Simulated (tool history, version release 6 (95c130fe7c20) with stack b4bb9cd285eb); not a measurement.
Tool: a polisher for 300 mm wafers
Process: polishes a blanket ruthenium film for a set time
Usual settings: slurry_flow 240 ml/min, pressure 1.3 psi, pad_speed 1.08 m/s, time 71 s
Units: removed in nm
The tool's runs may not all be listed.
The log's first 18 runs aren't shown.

| run | hour | slurry_flow | pressure | pad_speed | time | incoming thickness of the incoming film, nm | removed |
|---|---|---|---|---|---|---|---|
|  | 838.4 | worn pad replaced by a new one |
| 19 | 838.9 | 240 | 1.3 | 1.08 | 86 | 313.6 | 84.3 |
| 20 | 877.0 | 240 | 1.3 | 1.08 | 71 | 310.0 | 67.3 |
| 21 | 948.6 | 240 | 0.9 | 1.08 | 83 | 312.7 | 59.9 |
| 22 | 1014.5 | 240 | 1.2 | 1.08 | 71 | 307.6 | 63.1 |
| 23 | 1061.7 | 240 | 1.3 | 1.08 | 71 | 310.6 | 65.9 |
| 24 | 1107.5 | 290 | 1.3 | 0.88 | 53 | 311.7 | 43.7 |
|  | 1126.2 | slurry nozzle cleaned |
| 25 | 1170.4 | 240 | 1.5 | 0.74 | 71 | 306.6 | 56.8 |
| 26 | 1196.0 | 240 | 1.5 | 1.08 | 71 | 315.1 | 73.6 |
| 27 | 1246.2 | 240 | 1.7 | 1.08 | 71 | 313.3 | 82.4 |
|  | 1254.6 | worn pad replaced by a new one |
| 28 | 1282.0 | 315 | 0.9 | 0.96 | 71 | 310.2 | 47.0 |
|  | 1312.2 | head pressure recalibrated |
| 29 | 1327.4 | 265 | 1.3 | 1.38 | 71 | 311.3 | 82.9 |
| 30 | 1366.1 | 200 | 1.3 | 1.08 | 59 | 316.9 | 56.4 |
| 31 | 1423.9 | 240 | 1.3 | 1.08 | 71 | 315.7 | 68.1 |
| 32 | 1490.9 | 240 | 1.1 | 1.08 | 71 | 313.7 | 59.0 |
| 33 | 1547.5 | 265 | 1.6 | 1.42 | 85 | 304.2 | 120.3 |
| 34 | 1609.1 | 240 | 1.5 | 0.80 | 52 | 314.0 | 45.1 |
| 35 | 1643.8 | 240 | 1.3 | 1.08 | 71 | 310.1 | 68.1 |
|  | 1694.0 | worn pad replaced by a new one |
| 36 | 1696.5 | 240 | 1.2 | 1.32 | 85 | 312.5 | 88.3 |

5 ways to go on from here, each from the tool as it stands after run 36. What would each give?
| A | 1696.9 | 240 | 1.3 | 1.08 | 71 | 307.4 | ? |
| B | 1696.9 | 185 | 0.9 | 1.08 | 87 | 307.4 | ? |
| C | 1696.9 | 240 | 1.6 | 1.08 | 71 | 307.4 | ? |
| D | 1696.9 | 300 | 1.1 | 0.96 | 77 | 307.4 | ? |
| E | 1696.9 | 210 | 1.3 | 0.96 | 71 | 307.4 | ? |

| run | removed |
|---|---|
| A | 67.3 |
| B | 61.4 |
| C | 79.5 |
| D | 59.9 |
| E | 61.2 |
Without the tool's hidden state the same runs would have given:
| run | removed |
|---|---|
| A | 69.4 |
| B | 63.3 |
| C | 81.9 |
| D | 61.7 |
| E | 63.0 |
